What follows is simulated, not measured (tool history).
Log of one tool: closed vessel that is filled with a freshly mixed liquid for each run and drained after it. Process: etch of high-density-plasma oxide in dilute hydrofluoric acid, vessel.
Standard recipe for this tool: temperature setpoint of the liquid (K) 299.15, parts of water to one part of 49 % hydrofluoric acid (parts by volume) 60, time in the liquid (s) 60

run   hour  temperature setpoint of the liquid (K)  parts of water to one part of 49 % hydrofluoric acid (parts by volume)  time in the liquid (s)  wafers since the last listed run  hours since the thermometer was replaced  hours since the hydrofluoric acid flow meter was replaced  hours since the gauge calibration  read-back film thickness of the high-density-plasma oxide reference wafer, read on the same gauge (nm)  thickness taken off the high-density-plasma oxide on a monitor wafer (Å)
  1      0                                  299.15                                                                      60                      60                                 0                                     610.7                                                      115.6                              577.4                                                                                                   30.01                                                                     124.4
  2     63                                  299.15                                                                      60                      60                              5346                                     673.7                                                      178.6                              640.4                                                                                                   30.01                                                                       123
  3    120                                  299.15                                                                      60                      60                              4837                                     730.7                                                      235.6                              697.4                                                                                                   30.01                                                                     121.8
  4  148.7                                  299.15                                                                      60                      60                              2435                                     759.4                                                      264.3                              726.1                                                                                                      30                                                                     122.3
  5  191.5                                  299.15                                                                      60                      60                              3632                                     802.2                                                      307.1                              768.9                                                                                                   29.99                                                                     118.6
  6  224.9                                  296.15                                                                      60                      60                              2834                                     835.6                                                      340.5                              802.3                                                                                                   30.01                                                                     106.6
  7  284.5                                  299.15                                                                      35                      85                              5058                                     895.2                                                      400.1                              861.9                                                                                                   29.99                                                                     297.1
  8  313.2                                  299.15                                                                      60                      60                              2435                                     923.9                                                      428.8                              890.6                                                                                                   30.01                                                                     119.1
  9  342.5                                  299.15                                                                      50                      60                              2486                                     953.2                                                      458.1                              919.9                                                                                                   29.99                                                                     143.5
     367.6  -- thermometer replaced
 10  394.1                                  299.15                                                                      60                      75                              4294                                      26.5                                                      509.7                              971.5                                                                                                   30.01                                                                     163.2
     433.7  -- gauge calibrated
     452.5  -- hydrofluoric acid flow meter replaced
 11  457.8                                  299.15                                                                      60                      60                              5321                                      90.2                                                        5.3                               24.1                                                                                                   29.98                                                                     133.1
 12  491.2                                  299.15                                                                      60                      60                              2834                                     123.6                                                       38.7                               57.5                                                                                                   30.02                                                                     131.9
 13  536.3                                  299.15                                                                      70                      90                              3827                                     168.7                                                       83.8                              102.6                                                                                                      30                                                                       163
 14  603.3                                  302.15                                                                      60                      35                              5686                                     235.7                                                      150.8                              169.6                                                                                                      30                                                                      85.2
 15  643.3                                  297.65                                                                      60                      60                              3394                                     275.7                                                      190.8                              209.6                                                                                                   29.98                                                                     119.4
 16  703.2                                  299.15                                                                      60                      60                              5083                                     335.6                                                      250.7                              269.5                                                                                                   29.99                                                                     126.2
 17  746.3                                  303.65                                                                      60                      50                              3657                                     378.7                                                      293.8                              312.6                                                                                                   30.02                                                                     126.5

For each run, what was the tool's unlogged condition?
hydrofluoric acid flow above the setpoint (%): 0 at every run
gauge reads high (%): 0 at every run
H1: liquid colder than its thermometer reads (K)
run     H1
  1   2.15
  2   2.34
  3   2.51
  4   2.59
  5   2.71
  6   2.81
  7   2.99
  8   3.07
  9   3.16
 10  0.472
 11  0.658
 12  0.756
 13  0.888
 14   1.08
 15    1.2
 16   1.38
 17    1.5

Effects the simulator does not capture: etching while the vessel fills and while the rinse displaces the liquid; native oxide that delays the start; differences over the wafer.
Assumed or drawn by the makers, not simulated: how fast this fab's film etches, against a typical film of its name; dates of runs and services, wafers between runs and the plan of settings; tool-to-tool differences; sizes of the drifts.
